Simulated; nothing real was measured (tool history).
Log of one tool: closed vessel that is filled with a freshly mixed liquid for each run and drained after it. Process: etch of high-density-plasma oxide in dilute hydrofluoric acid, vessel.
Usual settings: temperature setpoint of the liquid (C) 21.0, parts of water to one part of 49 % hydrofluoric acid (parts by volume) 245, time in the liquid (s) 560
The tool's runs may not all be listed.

run	hour	temperature setpoint of the liquid (C)	parts of water to one part of 49 % hydrofluoric acid (parts by volume)	time in the liquid (s)	read-back film thickness of the high-density-plasma oxide reference wafer, read on the same gauge (nm)	thickness taken off the high-density-plasma oxide on a monitor wafer (nm)
1	0.0	21.0	245	445	120.01	7.28
2	59.3	21.0	245	445	120.00	7.27
3	123.2	17.5	165	560	119.98	12.80
4	191.4	21.0	245	560	120.01	9.26
5	261.0	21.0	245	560	120.01	9.20
6	308.9	21.0	245	560	120.01	9.31
7	398.6	21.0	245	560	120.01	9.20
8	570.5	21.0	245	560	120.00	9.53
9	608.5	21.0	245	560	120.01	9.38
10	662.3	21.0	245	560	120.04	9.45
# hour 689.1: thermometer replaced
11	732.4	21.0	245	560	120.02	9.50
# hour 782.3: hydrofluoric acid flow meter replaced
12	813.8	21.0	245	560	119.98	8.77
13	917.0	21.0	245	560	119.99	8.77
14	953.6	19.5	365	560	119.98	4.99
# hour 964.5: gauge calibrated
15	1053.9	21.0	245	560	119.99	8.81
16	1114.9	23.0	245	375	119.98	6.35
17	1160.6	23.5	245	560	120.00	9.53
18	1231.8	23.0	245	375	120.00	6.45
19	1317.7	21.0	245	560	119.98	8.94
20	1377.9	24.0	305	335	120.03	4.48
21	1456.8	21.0	245	560	119.98	8.96
22	1546.0	17.0	290	725	120.02	8.23
23	1584.7	17.0	345	870	119.99	7.86
24	1640.6	17.0	345	560	120.01	5.05
25	1691.7	23.0	245	375	120.00	6.50
26	1762.8	25.5	155	560	119.98	18.42
27	1818.7	25.5	155	560	120.01	18.76
28	1890.4	23.0	245	560	120.00	9.83
29	1945.0	17.0	145	315	119.98	8.17
30	2024.3	17.5	155	420	120.04	10.40
31	2122.7	19.5	205	435	119.98	8.36

5 ways to go on from here, each from the tool as it stands after run 31. What would each give?
A	2123.5	21.0	245	770	?	?
B	2123.5	21.0	305	560	?	?
C	2123.5	24.0	315	560	?	?
D	2123.5	21.0	290	230	?	?
E	2123.5	19.5	285	430	?	?

run	read-back film thickness of the high-density-plasma oxide reference wafer, read on the same gauge (nm)	thickness taken off the high-density-plasma oxide on a monitor wafer (nm)
A	119.99	12.64
B	119.99	7.00
C	119.99	7.47
D	119.99	3.06
E	119.99	5.54
Without the tool's hidden state the same runs would have given:
run	thickness taken off the high-density-plasma oxide on a monitor wafer (nm)
A	11.87
B	6.56
C	6.99
D	2.87
E	5.19
